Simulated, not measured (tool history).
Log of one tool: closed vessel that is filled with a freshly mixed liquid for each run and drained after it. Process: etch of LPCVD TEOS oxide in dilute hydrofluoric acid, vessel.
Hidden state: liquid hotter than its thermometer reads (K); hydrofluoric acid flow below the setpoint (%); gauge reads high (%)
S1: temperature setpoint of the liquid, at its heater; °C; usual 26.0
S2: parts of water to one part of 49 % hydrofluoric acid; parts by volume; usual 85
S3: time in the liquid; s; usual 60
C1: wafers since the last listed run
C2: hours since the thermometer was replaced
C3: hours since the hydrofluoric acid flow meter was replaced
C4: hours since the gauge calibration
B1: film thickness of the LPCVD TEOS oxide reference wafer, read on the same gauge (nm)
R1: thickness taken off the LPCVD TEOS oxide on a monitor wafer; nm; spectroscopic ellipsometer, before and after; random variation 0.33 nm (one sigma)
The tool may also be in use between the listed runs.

| run | day | S1 | S2 | S3 | C1 | C2 | C3 | C4 | B1 | R1 |
|---|---|---|---|---|---|---|---|---|---|---|
| 1 | 0.000 | 26.0 | 85 | 60 | 0 | 2346.0 | 1709.5 | 392.5 | 99.99 | 38.56 |
| 2 | 1.308 | 26.0 | 85 | 60 | 4434 | 2377.4 | 1740.9 | 423.9 | 100.02 | 39.02 |
| 3 | 1.996 | 26.0 | 85 | 60 | 2330 | 2393.9 | 1757.4 | 440.4 | 100.01 | 38.99 |
| 4 | 3.158 | 26.0 | 85 | 60 | 3940 | 2421.8 | 1785.3 | 468.3 | 99.99 | 38.81 |
| 5 | 3.779 | 26.0 | 85 | 35 | 2104 | 2436.7 | 1800.2 | 483.2 | 99.99 | 22.35 |
| 6 | 4.488 | 26.0 | 85 | 35 | 2400 | 2453.7 | 1817.2 | 500.2 | 99.98 | 22.59 |
| 7 | 5.892 | 26.0 | 85 | 35 | 4759 | 2487.4 | 1850.9 | 533.9 | 99.97 | 22.49 |
| 8 | 6.688 | 26.0 | 85 | 60 | 2697 | 2506.5 | 1870.0 | 553.0 | 99.98 | 38.15 |
|  | 7.292 | gauge calibrated |
| 9 | 7.908 | 26.0 | 85 | 60 | 4137 | 2535.8 | 1899.3 | 14.8 | 100.00 | 39.24 |
| 10 | 8.958 | 26.0 | 85 | 60 | 3558 | 2561.0 | 1924.5 | 40.0 | 100.01 | 38.80 |
| 11 | 9.946 | 26.0 | 100 | 60 | 3347 | 2584.7 | 1948.2 | 63.7 | 100.04 | 32.07 |
| 12 | 11.371 | 26.0 | 100 | 60 | 4829 | 2618.9 | 1982.4 | 97.9 | 99.99 | 31.84 |
| 13 | 12.612 | 26.0 | 100 | 60 | 4208 | 2648.7 | 2012.2 | 127.7 | 100.02 | 31.53 |
|  | 13.346 | hydrofluoric acid flow meter replaced |
| 14 | 15.879 | 26.0 | 85 | 60 | 10930 | 2727.1 | 60.8 | 206.1 | 99.99 | 35.65 |
| 15 | 16.396 | 26.0 | 110 | 95 | 1751 | 2739.5 | 73.2 | 218.5 | 99.98 | 41.92 |
| 16 | 17.525 | 26.0 | 85 | 60 | 3827 | 2766.6 | 100.3 | 245.6 | 100.00 | 35.05 |
| 17 | 18.112 | 21.0 | 65 | 75 | 1991 | 2780.7 | 114.4 | 259.7 | 99.99 | 49.06 |
| 18 | 18.638 | 26.0 | 70 | 75 | 1779 | 2793.3 | 127.0 | 272.3 | 99.98 | 55.11 |
| 19 | 19.796 | 22.5 | 65 | 85 | 3926 | 2821.1 | 154.8 | 300.1 | 100.01 | 58.70 |
|  | 20.896 | hydrofluoric acid flow meter replaced, repeated, since the last time left the tool worse |
| 20 | 20.917 | 24.0 | 105 | 85 | 3657 | 2848.0 | 0.5 | 327.0 | 100.01 | 42.52 |
| 21 | 21.575 | 26.0 | 85 | 30 | 2231 | 2863.8 | 16.3 | 342.8 | 99.99 | 20.95 |

Run 22 comes next. What will it give?
|  | 21.621 | thermometer replaced |
| 22 | 22.442 | 29.5 | 85 | 90 | 2796 | 19.7 | 37.1 | 363.6 | ? | ? |

B1: 100.02
R1: 71.90 nm
Without the tool's hidden state the same run would have given R1 72.69 nm.
